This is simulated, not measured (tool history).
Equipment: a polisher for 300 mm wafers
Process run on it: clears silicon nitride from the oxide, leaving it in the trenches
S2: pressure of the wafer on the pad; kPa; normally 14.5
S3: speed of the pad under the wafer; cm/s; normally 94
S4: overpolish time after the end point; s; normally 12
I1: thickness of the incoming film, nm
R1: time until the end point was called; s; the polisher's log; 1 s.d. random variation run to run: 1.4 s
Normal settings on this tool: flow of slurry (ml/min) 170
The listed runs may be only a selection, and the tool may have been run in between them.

Run 1, day 0.000: usual settings; I1 78.8. Result: R1 134.0 s.
At day 4.279: slurry nozzle cleaned.
Run 2, day 9.271: usual settings; I1 80.0. Result: R1 147.7 s.
Run 3, day 13.317: usual settings; I1 81.6. Result: R1 149.8 s.
At day 14.508: worn pad replaced by a new one.
Run 4, day 14.825: usual settings; I1 78.3. Result: R1 130.3 s.
Run 5, day 21.229: usual settings; I1 79.3. Result: R1 141.3 s.
Run 6, day 23.246: usual settings but flow of slurry (ml/min) 190; I1 79.9. Result: R1 140.2 s.
Run 7, day 24.921: usual settings but flow of slurry (ml/min) 190; I1 78.2. Result: R1 140.1 s.
Run 8, day 28.896: usual settings but S3 112 cm/s; I1 80.5. Result: R1 122.9 s.
At day 29.321: head pressure recalibrated.
Run 9, day 31.758: usual settings but S3 112 cm/s; I1 81.1. Result: R1 113.0 s.
Run 10, day 34.412: usual settings but S3 112 cm/s; I1 80.0. Result: R1 114.3 s.
At day 36.312: slurry nozzle cleaned.
Run 11, day 36.408: usual settings; I1 78.8. Result: R1 136.0 s.
Run 12, day 38.571: usual settings but flow of slurry (ml/min) 145; I1 79.7. Result: R1 141.2 s.
Run 13, day 40.508: usual settings but flow of slurry (ml/min) 145; I1 80.5. Result: R1 142.1 s.
Run 14, day 42.150: usual settings but flow of slurry (ml/min) 145; I1 79.9. Result: R1 145.7 s.
At day 43.592: worn pad replaced by a new one.
Run 15, day 44.933: usual settings; I1 80.8. Result: R1 134.0 s.
Run 16, day 49.400: usual settings; I1 80.6. Result: R1 133.6 s.
Run 17, day 53.050: usual settings but flow of slurry (ml/min) 190, S2 11.7 kPa, S4 8 s; I1 79.3. Result: R1 168.0 s.
At day 63.212: head pressure recalibrated.
Run 18, day 64.629: usual settings; I1 79.7. Result: R1 129.6 s.
At day 65.554: slurry nozzle cleaned.
Run 19, day 66.767: usual settings but S2 10.3 kPa, S4 17 s; I1 78.3. Result: R1 181.9 s.
Run 20, day 69.271: usual settings; I1 80.3. Result: R1 139.3 s.
At day 70.546: worn pad replaced by a new one.
Run 21, day 71.862: usual settings but flow of slurry (ml/min) 195, S3 112 cm/s, S4 6 s; I1 80.0. Result: R1 107.6 s.
Run 22, day 74.367: usual settings; I1 80.9. Result: R1 135.2 s.
Run 23, day 76.500: usual settings but S2 18.6 kPa, S3 74 cm/s, S4 14 s; I1 79.7. Result: R1 133.5 s.
Run 24, day 79.275: usual settings but flow of slurry (ml/min) 195, S2 11.7 kPa; I1 79.9. Result: R1 163.4 s.
Run 25, day 83.142: usual settings; I1 80.4. Result: R1 140.1 s.
Run 26, day 87.412: usual settings; I1 80.4. Result: R1 148.2 s.
At day 91.262: head pressure recalibrated.
Run 27, day 95.592: usual settings but flow of slurry (ml/min) 220, S3 80 cm/s; I1 79.0. Result: R1 150.0 s.
At day 96.175: slurry nozzle cleaned.
Run 28, day 97.767: usual settings; I1 78.9. Result: R1 134.2 s.
At day 98.104: worn pad replaced by a new one.
Run 29, day 100.254: usual settings but S2 10.3 kPa, S3 80 cm/s; I1 78.6. Result: R1 197.7 s.
Run 30, day 103.992: usual settings but flow of slurry (ml/min) 135, S4 14 s; I1 80.7. Result: R1 138.6 s.
Run 31, day 107.017: usual settings but S2 18.6 kPa, S3 64 cm/s, S4 10 s; I1 78.2. Result: R1 151.0 s.
Run 32, day 111.325: usual settings but S4 16 s; I1 80.0. Result: R1 140.8 s.
Run 33, day 114.596: usual settings but S2 12.4 kPa, S3 108 cm/s; I1 80.3. Result: R1 144.0 s.
Run 34, day 116.521: usual settings but S2 19.3 kPa, S3 118 cm/s, S4 6 s; I1 80.2. Result: R1 88.4 s.
At day 120.496: slurry nozzle cleaned.
Run 35, day 120.979: usual settings but S2 11.7 kPa, S3 78 cm/s, S4 17 s; I1 80.6. Result: R1 214.7 s.
At day 124.354: head pressure recalibrated.
Run 36, day 124.679: usual settings but S2 19.3 kPa; I1 79.6. Result: R1 98.8 s.

Below are 4 alternative next runs, each starting from the tool's condition after run 36. Predict each:
Run A, day 124.700: usual settings; I1 81.4. Result: R1 ?.
Run B, day 124.700: usual settings but S2 11.7 kPa, S4 9 s; I1 81.4. Result: R1 ?.
Run C, day 124.700: usual settings but S4 7 s; I1 81.4. Result: R1 ?.
Run D, day 124.700: usual settings but S3 124 cm/s, S4 9 s; I1 81.4. Result: R1 ?.

run     R1
  A  133.9
  B  163.0
  C  133.9
  D  102.3
With the hidden condition removed and each run's random variation left untouched, the same runs would have given:
run     R1
  A  119.0
  B  144.8
  C  119.0
  D   90.9
